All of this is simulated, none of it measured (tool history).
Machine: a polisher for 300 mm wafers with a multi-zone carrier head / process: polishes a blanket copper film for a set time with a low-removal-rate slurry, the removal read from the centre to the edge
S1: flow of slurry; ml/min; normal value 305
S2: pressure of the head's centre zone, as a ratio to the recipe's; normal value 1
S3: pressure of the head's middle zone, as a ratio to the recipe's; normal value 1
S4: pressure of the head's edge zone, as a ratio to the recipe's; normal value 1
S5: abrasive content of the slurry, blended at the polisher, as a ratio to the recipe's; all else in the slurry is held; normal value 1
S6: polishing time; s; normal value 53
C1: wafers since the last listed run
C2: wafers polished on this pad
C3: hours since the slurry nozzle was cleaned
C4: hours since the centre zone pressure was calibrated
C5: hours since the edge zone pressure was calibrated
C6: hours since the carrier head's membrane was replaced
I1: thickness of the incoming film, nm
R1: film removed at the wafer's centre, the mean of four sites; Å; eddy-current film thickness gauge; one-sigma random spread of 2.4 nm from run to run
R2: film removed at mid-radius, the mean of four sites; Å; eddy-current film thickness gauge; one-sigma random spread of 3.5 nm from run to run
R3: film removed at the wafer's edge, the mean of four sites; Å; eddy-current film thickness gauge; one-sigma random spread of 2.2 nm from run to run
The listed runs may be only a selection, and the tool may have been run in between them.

run,hour,S1,S2,S3,S4,S5,S6,C1,C2,C3,C4,C5,C6,I1,R1,R2,R3
1,0,375,1,1,1,1,42,0,1203,507.9,604.6,760.2,550.1,1114.6,1854,1853,1838
# hour 11.7: worn pad replaced by a new one
2,12.2,375,1,1,1,1,42,127,6,520.1,616.8,772.4,562.3,1125,1854,1839,1811
# hour 51.7: carrier head's membrane replaced by a new one
3,63,375,1,1,1,1,42,709,716,570.9,667.6,823.2,11.3,1133.7,1835,1818,1793
4,77,305,1,1,1,1,53,216,933,584.9,681.6,837.2,25.3,1118,2170,2165,2256
# hour 94.1: worn pad replaced by a new one
5,115.4,305,1,1,1,1,53,532,329,623.3,720,875.6,63.7,1124.2,2170,2186,2223
6,127.5,305,1,1,1.08,1,57,187,516,635.4,732.1,887.7,75.8,1115.2,2282,2298,2447
7,144.7,395,1,1,1,1,53,266,783,652.6,749.3,904.9,93,1101.9,2248,2288,2243
# hour 150: slurry nozzle cleaned
8,157.2,305,1,1,1,1,53,178,961,7.2,761.8,917.4,105.5,1128.9,2370,2354,2318
9,166.9,225,1,1,1.08,0.7,53,150,1111,16.9,771.5,927.1,115.2,1109.6,2071,2016,2193
# hour 177.5: worn pad replaced by a new one
10,178,305,1.04,1.05,1,1,53,109,7,28,782.6,938.2,126.3,1116.4,2419,2344,2328
# hour 184.7: edge zone pressure recalibrated
11,193.2,305,1,1,1,1,53,204,211,43.2,797.8,8.5,141.5,1116.6,2379,2338,2331
12,203.3,260,1,1.04,1,1,53,156,367,53.3,807.9,18.6,151.6,1113.4,2313,2386,2316
# hour 208.2: centre zone pressure recalibrated
13,212.7,305,1,0.96,1,1.25,53,114,482,62.7,4.5,28,161,1123.4,2492,2398,2451
14,230.7,305,1,1,1,1,53,278,761,80.7,22.5,46,179,1104.5,2366,2372,2301
15,240.6,305,1,1,1,1,53,153,914,90.6,32.4,55.9,188.9,1122.2,2346,2305,2307
16,247.5,305,1,1,1,1,45,106,1021,97.5,39.3,62.8,195.8,1114.7,2004,1952,1943
# hour 251.5: worn pad replaced by a new one
17,254.4,305,1,1,0.96,0.75,53,44,44,104.4,46.2,69.7,202.7,1103.5,2155,2191,2150
18,263.1,305,1,1,1,1,53,134,179,113.1,54.9,78.4,211.4,1109,2347,2302,2317
19,277.5,275,1,1,1.09,1.1,53,223,402,127.5,69.3,92.8,225.8,1127.9,2382,2403,2476
20,294.5,305,1,1,0.91,1.2,53,263,666,144.5,86.3,109.8,242.8,1109.8,2484,2428,2350
21,302.2,355,1,1,1,1,53,119,785,152.2,94,117.5,250.5,1124.2,2346,2377,2335

The tool's hidden state at each run:
removal rate lost through wear of the pad, %: 0 in every run
deviation of the centre zone's pressure from its setpoint, %: 0 in every run
deviation of the edge zone's pressure from its setpoint, %: 0 in every run
H1: slurry flow missing at the pad, %
run,H1
1,28.8
2,29.9
3,35.1
4,36.6
5,40.8
6,42.3
7,44.3
8,3.47
9,3.49
10,3.54
11,3.64
12,3.73
13,3.83
14,4.07
15,4.22
16,4.34
17,4.47
18,4.65
19,4.97
20,5.39
21,5.6
